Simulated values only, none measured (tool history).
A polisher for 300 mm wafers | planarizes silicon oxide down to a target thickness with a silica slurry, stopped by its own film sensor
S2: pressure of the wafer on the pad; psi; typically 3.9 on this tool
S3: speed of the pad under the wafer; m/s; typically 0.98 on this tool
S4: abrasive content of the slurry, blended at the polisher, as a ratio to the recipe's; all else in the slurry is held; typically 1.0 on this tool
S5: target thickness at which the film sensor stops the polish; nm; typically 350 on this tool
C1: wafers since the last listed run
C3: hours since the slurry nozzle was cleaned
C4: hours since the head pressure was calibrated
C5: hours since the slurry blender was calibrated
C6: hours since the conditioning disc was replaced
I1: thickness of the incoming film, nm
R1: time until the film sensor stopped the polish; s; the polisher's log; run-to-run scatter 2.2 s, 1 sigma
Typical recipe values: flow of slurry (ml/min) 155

run 1 hour=0.0 | flow_of_slurry_(ml/min)=155 S2=3.9 S3=0.98 S4=1.0 S5=350 | C1=0 wafers_polished_on_this_pad=854 C3=132.2 C4=1044.4 C5=61.0 C6=59.9 | I1=737.1 | R1=156.2
run 2 hour=28.3 | flow_of_slurry_(ml/min)=155 S2=3.9 S3=0.98 S4=1.0 S5=350 | C1=323 wafers_polished_on_this_pad=1177 C3=160.5 C4=1072.7 C5=89.3 C6=88.2 | I1=727.6 | R1=151.5
-- hour=39.6 worn pad replaced by a new one
run 3 hour=58.1 | flow_of_slurry_(ml/min)=155 S2=3.9 S3=0.98 S4=1.0 S5=350 | C1=294 wafers_polished_on_this_pad=211 C3=190.3 C4=1102.5 C5=119.1 C6=118.0 | I1=735.7 | R1=158.3
run 4 hour=85.4 | flow_of_slurry_(ml/min)=155 S2=3.9 S3=0.98 S4=1.0 S5=350 | C1=311 wafers_polished_on_this_pad=523 C3=217.6 C4=1129.8 C5=146.4 C6=145.3 | I1=732.3 | R1=159.6
run 5 hour=110.0 | flow_of_slurry_(ml/min)=155 S2=3.9 S3=0.98 S4=1.0 S5=350 | C1=281 wafers_polished_on_this_pad=804 C3=242.2 C4=1154.4 C5=171.0 C6=169.9 | I1=733.7 | R1=162.6
run 6 hour=131.3 | flow_of_slurry_(ml/min)=155 S2=3.9 S3=0.98 S4=1.0 S5=350 | C1=243 wafers_polished_on_this_pad=1047 C3=263.5 C4=1175.7 C5=192.3 C6=191.2 | I1=727.6 | R1=158.6
-- hour=145.2 worn pad replaced by a new one
run 7 hour=162.3 | flow_of_slurry_(ml/min)=155 S2=3.9 S3=0.98 S4=1.0 S5=350 | C1=308 wafers_polished_on_this_pad=195 C3=294.5 C4=1206.7 C5=223.3 C6=222.2 | I1=743.2 | R1=162.7
run 8 hour=180.9 | flow_of_slurry_(ml/min)=155 S2=3.9 S3=0.98 S4=1.0 S5=350 | C1=212 wafers_polished_on_this_pad=407 C3=313.1 C4=1225.3 C5=241.9 C6=240.8 | I1=733.7 | R1=164.1
-- hour=187.8 slurry nozzle cleaned
run 9 hour=203.8 | flow_of_slurry_(ml/min)=155 S2=3.9 S3=0.98 S4=1.0 S5=350 | C1=250 wafers_polished_on_this_pad=657 C3=16.0 C4=1248.2 C5=264.8 C6=263.7 | I1=729.1 | R1=168.1
run 10 hour=218.6 | flow_of_slurry_(ml/min)=155 S2=3.9 S3=0.98 S4=0.9 S5=350 | C1=169 wafers_polished_on_this_pad=826 C3=30.8 C4=1263.0 C5=279.6 C6=278.5 | I1=738.2 | R1=187.9
run 11 hour=232.5 | flow_of_slurry_(ml/min)=155 S2=3.9 S3=0.98 S4=1.0 S5=252 | C1=158 wafers_polished_on_this_pad=985 C3=44.7 C4=1276.9 C5=293.5 C6=292.4 | I1=716.1 | R1=213.4
-- hour=253.1 worn pad replaced by a new one
run 12 hour=253.6 | flow_of_slurry_(ml/min)=155 S2=3.9 S3=0.98 S4=1.0 S5=350 | C1=195 wafers_polished_on_this_pad=5 C3=65.8 C4=1298.0 C5=314.6 C6=313.5 | I1=736.9 | R1=177.2
run 13 hour=274.6 | flow_of_slurry_(ml/min)=105 S2=3.9 S3=0.98 S4=1.0 S5=350 | C1=239 wafers_polished_on_this_pad=245 C3=86.8 C4=1319.0 C5=335.6 C6=334.5 | I1=731.8 | R1=196.5
-- hour=286.8 conditioning disc replaced and pad reconditioned
-- hour=291.6 slurry nozzle cleaned, repeated, since the last time left the tool worse
-- hour=311.1 slurry blender recalibrated
run 14 hour=311.6 | flow_of_slurry_(ml/min)=175 S2=3.9 S3=0.98 S4=1.0 S5=274 | C1=365 wafers_polished_on_this_pad=611 C3=20.0 C4=1356.0 C5=0.5 C6=24.8 | I1=728.5 | R1=184.7
run 15 hour=338.9 | flow_of_slurry_(ml/min)=110 S2=3.9 S3=0.98 S4=0.8 S5=299 | C1=311 wafers_polished_on_this_pad=923 C3=47.3 C4=1383.3 C5=27.8 C6=52.1 | I1=732.2 | R1=208.0
-- hour=361.6 worn pad replaced by a new one
run 16 hour=366.6 | flow_of_slurry_(ml/min)=140 S2=3.9 S3=1.14 S4=1.0 S5=350 | C1=270 wafers_polished_on_this_pad=56 C3=75.0 C4=1411.0 C5=55.5 C6=79.8 | I1=725.7 | R1=137.4
run 17 hour=393.4 | flow_of_slurry_(ml/min)=170 S2=3.9 S3=0.98 S4=1.0 S5=350 | C1=306 wafers_polished_on_this_pad=362 C3=101.8 C4=1437.8 C5=82.3 C6=106.6 | I1=722.7 | R1=146.4

For run 18, what comes out?
-- hour=419.5 head pressure recalibrated
run 18 hour=427.3 | flow_of_slurry_(ml/min)=155 S2=3.9 S3=0.98 S4=1.0 S5=350 | C1=364 wafers_polished_on_this_pad=727 C3=135.7 C4=7.8 C5=116.2 C6=140.5 | I1=720.3 | R1=?

Run 18 came out at R1 150.6 s.
Take away the tool's hidden state, keep the run-to-run variation as it was, and the same run would have given R1 148.2 s.

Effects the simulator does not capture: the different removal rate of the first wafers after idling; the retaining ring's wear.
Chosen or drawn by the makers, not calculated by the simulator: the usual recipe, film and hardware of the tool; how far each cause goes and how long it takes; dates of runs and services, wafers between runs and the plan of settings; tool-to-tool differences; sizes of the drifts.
